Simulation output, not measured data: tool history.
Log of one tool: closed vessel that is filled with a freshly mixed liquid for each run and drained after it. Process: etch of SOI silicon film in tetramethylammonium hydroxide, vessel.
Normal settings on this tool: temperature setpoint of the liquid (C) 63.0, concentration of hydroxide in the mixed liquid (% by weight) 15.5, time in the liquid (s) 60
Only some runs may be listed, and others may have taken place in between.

run	hour	temperature setpoint of the liquid (C)	concentration of hydroxide in the mixed liquid (% by weight)	time in the liquid (s)	read-back film thickness of the SOI silicon film reference wafer, read on the same gauge (nm)	thickness taken off the SOI silicon film on a monitor wafer (Å)
1	0.0	66.5	19.0	60	119.99	2439.1
2	67.9	63.0	15.5	50	120.01	1802.6
3	108.1	63.0	15.5	50	119.97	1811.6
4	164.4	63.0	15.5	50	119.99	1835.9
5	203.7	68.0	15.5	60	120.04	2964.5
6	259.3	68.0	15.5	60	120.00	2977.6
# hour 283.3: thermometer replaced
7	295.4	66.0	15.5	60	120.03	2440.4
8	357.8	60.5	15.5	60	119.98	1776.7
9	384.0	60.5	15.5	60	119.98	1772.8
# hour 428.1: hydroxide flow meter replaced
10	435.6	63.0	15.5	60	120.04	2075.2
# hour 457.3: gauge calibrated
11	620.9	63.0	15.5	60	119.95	2096.1
12	670.8	66.5	19.0	60	120.01	2440.2
13	706.0	63.0	15.5	75	120.00	2638.0
14	745.5	63.0	15.5	60	120.02	2131.3
15	774.6	63.0	15.5	60	119.97	2150.6
16	823.7	57.0	15.5	60	119.99	1480.8
17	861.6	63.0	15.5	60	119.96	2154.8
18	919.8	63.0	15.5	30	120.04	1078.2
19	947.5	66.5	19.0	40	120.04	1659.5
20	1009.6	63.0	14.0	45	120.00	1706.8
21	1072.5	67.0	17.5	80	120.01	3587.6
22	1117.4	63.0	15.5	60	120.03	2225.2
23	1167.9	55.5	12.0	80	120.00	2072.8
# hour 1173.7: thermometer replaced
24	1234.7	63.0	15.5	60	119.97	2044.3
25	1275.3	60.5	19.0	60	120.04	1623.5
26	1335.8	70.5	15.5	60	120.03	3217.7
27	1394.4	63.0	15.5	60	119.97	2080.1
28	1465.2	63.0	17.0	30	119.96	1005.4
29	1526.8	56.0	11.5	70	120.02	1822.9
30	1569.9	63.0	15.5	60	119.96	2127.2
31	1598.7	57.0	18.5	45	120.02	1033.7
32	1637.9	63.0	15.5	60	119.99	2135.1
33	1663.6	69.5	15.5	60	120.00	3121.1

Predict each of these 5 candidate next runs independently; none follows another, all start after run 33:
A	1664.3	67.5	15.5	60	?	?
B	1664.3	70.0	15.5	30	?	?
C	1664.3	59.5	19.0	60	?	?
D	1664.3	63.0	19.5	60	?	?
E	1664.3	58.5	12.0	60	?	?

run	read-back film thickness of the SOI silicon film reference wafer, read on the same gauge (nm)	thickness taken off the SOI silicon film on a monitor wafer (Å)
A	120.04	2812.5
B	120.04	1628.9
C	120.04	1602.5
D	120.04	1964.2
E	120.04	1829.7
The same runs, with their run-to-run variation unchanged, on a tool lacking any hidden condition would have given:
run	thickness taken off the SOI silicon film on a monitor wafer (Å)
A	2645.6
B	1533.6
C	1502.6
D	1844.6
E	1714.6

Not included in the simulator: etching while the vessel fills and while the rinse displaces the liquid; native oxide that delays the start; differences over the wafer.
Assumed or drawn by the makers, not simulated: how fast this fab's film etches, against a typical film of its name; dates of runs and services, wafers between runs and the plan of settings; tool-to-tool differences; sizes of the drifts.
